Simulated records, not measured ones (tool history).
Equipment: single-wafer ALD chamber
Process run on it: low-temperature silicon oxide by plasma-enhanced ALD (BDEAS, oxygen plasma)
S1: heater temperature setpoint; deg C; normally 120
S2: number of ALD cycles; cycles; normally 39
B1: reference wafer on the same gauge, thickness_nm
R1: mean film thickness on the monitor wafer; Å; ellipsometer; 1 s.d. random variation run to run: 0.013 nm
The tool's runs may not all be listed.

run 1 day=0.000 | S1=120 S2=39 | B1=4.974 | R1=53.03
run 2 day=1.592 | S1=120 S2=39 | B1=4.973 | R1=53.02
run 3 day=4.350 | S1=116 S2=39 | B1=4.969 | R1=53.87
run 4 day=8.625 | S1=120 S2=44 | B1=4.976 | R1=59.63
run 5 day=11.396 | S1=120 S2=44 | B1=4.970 | R1=59.77
run 6 day=14.767 | S1=120 S2=44 | B1=4.970 | R1=59.80
run 7 day=16.375 | S1=120 S2=39 | B1=4.968 | R1=53.26
run 8 day=19.871 | S1=120 S2=43 | B1=4.970 | R1=58.27
run 9 day=22.533 | S1=120 S2=43 | B1=4.968 | R1=58.57
run 10 day=25.992 | S1=120 S2=39 | B1=4.975 | R1=53.02
run 11 day=30.396 | S1=120 S2=39 | B1=4.967 | R1=52.78
-- day=31.121 thermocouple changed; heater temperature recalibrated
run 12 day=33.158 | S1=120 S2=39 | B1=4.979 | R1=53.68
run 13 day=36.308 | S1=120 S2=39 | B1=4.978 | R1=53.50
run 14 day=39.338 | S1=120 S2=39 | B1=4.970 | R1=54.00
run 15 day=42.612 | S1=120 S2=39 | B1=4.969 | R1=53.71
run 16 day=46.346 | S1=120 S2=39 | B1=4.971 | R1=53.72
run 17 day=50.750 | S1=120 S2=39 | B1=4.973 | R1=53.83
run 18 day=52.808 | S1=128 S2=35 | B1=4.963 | R1=47.21
run 19 day=55.058 | S1=114 S2=36 | B1=4.966 | R1=50.07
run 20 day=59.179 | S1=115 S2=37 | B1=4.969 | R1=51.42
run 21 day=61.879 | S1=120 S2=39 | B1=4.968 | R1=53.66
run 22 day=66.208 | S1=125 S2=46 | B1=4.972 | R1=62.84
run 23 day=68.233 | S1=127 S2=32 | B1=4.970 | R1=43.31
run 24 day=71.738 | S1=124 S2=35 | B1=4.966 | R1=47.55
run 25 day=73.571 | S1=113 S2=39 | B1=4.969 | R1=54.39
-- day=76.271 gauge calibrated
run 26 day=77.596 | S1=130 S2=39 | B1=4.968 | R1=52.52
run 27 day=79.708 | S1=120 S2=43 | B1=4.974 | R1=58.96
run 28 day=82.450 | S1=113 S2=32 | B1=4.961 | R1=44.46
run 29 day=87.458 | S1=128 S2=44 | B1=4.973 | R1=59.13
run 30 day=88.967 | S1=128 S2=35 | B1=4.969 | R1=47.02
run 31 day=91.267 | S1=129 S2=33 | B1=4.967 | R1=44.26
run 32 day=93.096 | S1=120 S2=41 | B1=4.970 | R1=55.98
run 33 day=96.200 | S1=129 S2=39 | B1=4.974 | R1=52.16
-- day=99.850 thermocouple changed; heater temperature recalibrated
run 34 day=99.992 | S1=107 S2=39 | B1=4.969 | R1=55.07

Predict each of these 4 candidate next runs independently; none follows another, all start after run 34:
run A day=100.012 | S1=120 S2=39 | B1=? | R1=?
run B day=100.012 | S1=132 S2=35 | B1=? | R1=?
run C day=100.012 | S1=133 S2=39 | B1=? | R1=?
run D day=100.012 | S1=112 S2=39 | B1=? | R1=?

run=A B1=4.966 R1=53.65
run=B B1=4.966 R1=46.94
run=C B1=4.966 R1=52.20
run=D B1=4.966 R1=54.54
What these runs would have given with no unlogged condition in the tool:
run=A R1=53.61
run=B R1=46.91
run=C R1=52.16
run=D R1=54.50

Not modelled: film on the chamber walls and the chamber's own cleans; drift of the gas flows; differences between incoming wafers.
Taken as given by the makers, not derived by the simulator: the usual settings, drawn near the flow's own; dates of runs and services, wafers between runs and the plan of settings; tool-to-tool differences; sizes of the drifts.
